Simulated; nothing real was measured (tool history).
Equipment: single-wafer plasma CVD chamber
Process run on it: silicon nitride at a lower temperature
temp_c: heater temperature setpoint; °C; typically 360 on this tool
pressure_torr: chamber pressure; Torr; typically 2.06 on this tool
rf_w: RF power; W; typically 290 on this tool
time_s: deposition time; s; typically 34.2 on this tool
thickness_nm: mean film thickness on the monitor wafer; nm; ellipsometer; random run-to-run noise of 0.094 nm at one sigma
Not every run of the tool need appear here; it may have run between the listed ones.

| run | day | temp_c | pressure_torr | rf_w | time_s | read-back reference wafer on the same gauge, thickness_nm | thickness_nm |
|---|---|---|---|---|---|---|---|
| 1 | 0 | 360 | 2.06 | 290 | 35.8 | 47.55 | 44.413 |
| 2 | 0.042 | 360 | 2.06 | 290 | 35.8 | 47.581 | 44.6 |
| 3 | 0.296 | 360 | 2.06 | 290 | 35.8 | 47.585 | 44.428 |
| 4 | 1.204 | 360 | 2.06 | 290 | 34.2 | 47.613 | 42.424 |
|  | 1.567 | showerhead replaced |
| 5 | 1.662 | 360 | 2.06 | 290 | 34.2 | 47.604 | 42.333 |
| 6 | 1.971 | 352 | 2.06 | 290 | 34.2 | 47.587 | 42.234 |
|  | 2.746 | capacitance manometer re-zeroed and calibrated |
| 7 | 2.767 | 352 | 2.06 | 290 | 34.2 | 47.614 | 43.502 |
| 8 | 3.233 | 360 | 2.43 | 290 | 34.2 | 47.583 | 46.033 |
| 9 | 3.888 | 356 | 2.27 | 235 | 39.2 | 47.592 | 46.087 |
| 10 | 4.15 | 360 | 2.06 | 260 | 30.9 | 47.557 | 36.856 |
| 11 | 4.729 | 360 | 2.06 | 290 | 34.2 | 47.601 | 43.306 |
|  | 5.188 | gauge calibrated |
| 12 | 5.45 | 372 | 2.49 | 235 | 29.2 | 47.594 | 35.174 |
| 13 | 5.796 | 360 | 2.06 | 245 | 39.2 | 47.592 | 45.31 |
| 14 | 6.204 | 360 | 2.06 | 290 | 34.2 | 47.617 | 43.417 |
| 15 | 6.512 | 355 | 2.34 | 325 | 38.3 | 47.59 | 54.387 |
| 16 | 7.121 | 360 | 2.06 | 290 | 34.2 | 47.591 | 43.288 |
|  | 7.5 | thermocouple changed; heater temperature recalibrated |
| 17 | 7.521 | 360 | 2.06 | 290 | 32.1 | 47.642 | 40.52 |
| 18 | 7.846 | 354 | 1.55 | 335 | 31.5 | 47.576 | 37.824 |
| 19 | 8.479 | 360 | 2.06 | 290 | 34.2 | 47.606 | 43.414 |
| 20 | 9.179 | 360 | 2.06 | 290 | 34.2 | 47.6 | 43.341 |
| 21 | 9.679 | 360 | 2.06 | 290 | 40.7 | 47.584 | 51.601 |
| 22 | 10.371 | 349 | 1.89 | 290 | 34.2 | 47.644 | 41.951 |
| 23 | 10.988 | 370 | 2.06 | 290 | 32 | 47.587 | 40.418 |
| 24 | 11.358 | 360 | 1.83 | 290 | 34.2 | 47.578 | 41.139 |
| 25 | 11.617 | 360 | 2.06 | 290 | 29.4 | 47.576 | 37.352 |
| 26 | 12.196 | 360 | 2.06 | 340 | 34.2 | 47.59 | 47.226 |
| 27 | 12.725 | 360 | 2.06 | 290 | 34.2 | 47.589 | 43.328 |
| 28 | 13.025 | 360 | 2.4 | 320 | 34.2 | 47.616 | 48.404 |

State the hidden condition of the tool at each of the runs:
wafer temperature above the value expected at the setpoint (K): 0 on each run
delivered RF power above the setpoint (%): 0 on each run
gauge reads high (%): 0 on each run
H1: true pressure above the setpoint (%)
| run | H1 |
|---|---|
| 1 | -5.89 |
| 2 | -5.9 |
| 3 | -5.96 |
| 4 | -6.17 |
| 5 | -6.28 |
| 6 | -6.35 |
| 7 | -0.662 |
| 8 | -0.663 |
| 9 | -0.665 |
| 10 | -0.666 |
| 11 | -0.67 |
| 12 | -0.676 |
| 13 | -0.679 |
| 14 | -0.684 |
| 15 | -0.688 |
| 16 | -0.697 |
| 17 | -0.704 |
| 18 | -0.71 |
| 19 | -0.722 |
| 20 | -0.738 |
| 21 | -0.75 |
| 22 | -0.768 |
| 23 | -0.786 |
| 24 | -0.797 |
| 25 | -0.805 |
| 26 | -0.825 |
| 27 | -0.843 |
| 28 | -0.854 |
